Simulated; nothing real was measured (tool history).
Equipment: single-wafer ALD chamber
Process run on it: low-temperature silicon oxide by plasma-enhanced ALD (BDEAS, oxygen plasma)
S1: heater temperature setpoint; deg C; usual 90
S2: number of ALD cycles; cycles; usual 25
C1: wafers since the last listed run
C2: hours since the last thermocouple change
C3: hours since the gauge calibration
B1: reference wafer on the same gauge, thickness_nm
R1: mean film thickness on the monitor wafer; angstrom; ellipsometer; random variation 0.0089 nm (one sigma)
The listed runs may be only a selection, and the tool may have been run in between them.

Run 1, day 0: usual settings; C1 0; C2 1557.2; C3 326.1; B1 3.447. Result: R1 35.19 angstrom.
Run 2, day 1.421: usual settings; C1 270; C2 1591.3; C3 360.2; B1 3.453. Result: R1 34.9 angstrom.
Run 3, day 3.967: usual settings; C1 485; C2 1652.4; C3 421.3; B1 3.449. Result: R1 35.06 angstrom.
Run 4, day 5.229: usual settings; C1 240; C2 1682.7; C3 451.6; B1 3.449. Result: R1 35.16 angstrom.
Run 5, day 7.183: usual settings; C1 372; C2 1729.6; C3 498.5; B1 3.45. Result: R1 35.12 angstrom.
Run 6, day 8.258: usual settings; C1 204; C2 1755.4; C3 524.3; B1 3.447. Result: R1 35.17 angstrom.
Run 7, day 9.542: usual settings; C1 244; C2 1786.2; C3 555.1; B1 3.451. Result: R1 35.08 angstrom.
Run 8, day 15.154: usual settings but S2 22 cycles; C1 1069; C2 1920.9; C3 689.8; B1 3.448. Result: R1 30.88 angstrom.
Run 9, day 16.412: usual settings but S2 22 cycles; C1 239; C2 1951.1; C3 720; B1 3.451. Result: R1 30.72 angstrom.
Run 10, day 18.367: usual settings but S1 96 deg C, S2 22 cycles; C1 372; C2 1998; C3 766.9; B1 3.45. Result: R1 30.33 angstrom.
Run 11, day 20.779: usual settings but S1 78 deg C; C1 459; C2 2055.9; C3 824.8; B1 3.45. Result: R1 36.5 angstrom.
Run 12, day 23.071: usual settings but S1 78 deg C; C1 436; C2 2110.9; C3 879.8; B1 3.451. Result: R1 36.49 angstrom.
Run 13, day 25.083: usual settings; C1 383; C2 2159.2; C3 928.1; B1 3.451. Result: R1 35.11 angstrom.
Run 14, day 27.321: usual settings; C1 426; C2 2212.9; C3 981.8; B1 3.448. Result: R1 34.99 angstrom.
Run 15, day 28.717: usual settings but S1 102 deg C, S2 21 cycles; C1 265; C2 2246.4; C3 1015.3; B1 3.449. Result: R1 28.49 angstrom.
At day 29.275: gauge calibrated.
At day 32.008: thermocouple changed; heater temperature recalibrated.
Run 16, day 33.254: usual settings but S1 84 deg C, S2 22 cycles; C1 801; C2 29.9; C3 95.5; B1 3.451. Result: R1 32 angstrom.
Run 17, day 34.438: usual settings but S1 84 deg C; C1 225; C2 58.3; C3 123.9; B1 3.45. Result: R1 36.35 angstrom.
Run 18, day 35.525: usual settings but S2 30 cycles; C1 207; C2 84.4; C3 150; B1 3.45. Result: R1 42.75 angstrom.
Run 19, day 37.329: usual settings but S1 98 deg C, S2 23 cycles; C1 343; C2 127.7; C3 193.3; B1 3.448. Result: R1 31.96 angstrom.
Run 20, day 39.742: usual settings; C1 459; C2 185.6; C3 251.2; B1 3.452. Result: R1 35.28 angstrom.
Run 21, day 40.742: usual settings but S1 95 deg C; C1 190; C2 209.6; C3 275.2; B1 3.447. Result: R1 34.95 angstrom.
Run 22, day 41.921: usual settings but S1 105 deg C, S2 22 cycles; C1 224; C2 237.9; C3 303.5; B1 3.449. Result: R1 30.12 angstrom.
Run 23, day 44.842: usual settings but S1 77 deg C; C1 556; C2 308; C3 373.6; B1 3.451. Result: R1 36.89 angstrom.
Run 24, day 46.833: usual settings but S2 22 cycles; C1 379; C2 355.8; C3 421.4; B1 3.45. Result: R1 31.07 angstrom.

Alternative continuations, all from the tool just after run 24; predict every row:
Run A, day 46.85: usual settings; C1 3; C2 356.2; C3 421.8; B1 ?. Result: R1 ?.
Run B, day 46.85: usual settings but S1 81 deg C, S2 23 cycles; C1 3; C2 356.2; C3 421.8; B1 ?. Result: R1 ?.
Run C, day 46.85: usual settings but S1 78 deg C, S2 23 cycles; C1 3; C2 356.2; C3 421.8; B1 ?. Result: R1 ?.
Run D, day 46.85: usual settings but S1 95 deg C, S2 24 cycles; C1 3; C2 356.2; C3 421.8; B1 ?. Result: R1 ?.

run     B1     R1
  A  3.449   35.3
  B  3.449  33.44
  C  3.449  33.77
  D  3.449  33.32
The same runs, with their run-to-run variation unchanged, on a tool lacking any hidden condition would have given:
run     R1
  A  35.67
  B  33.78
  C   34.1
  D  33.68
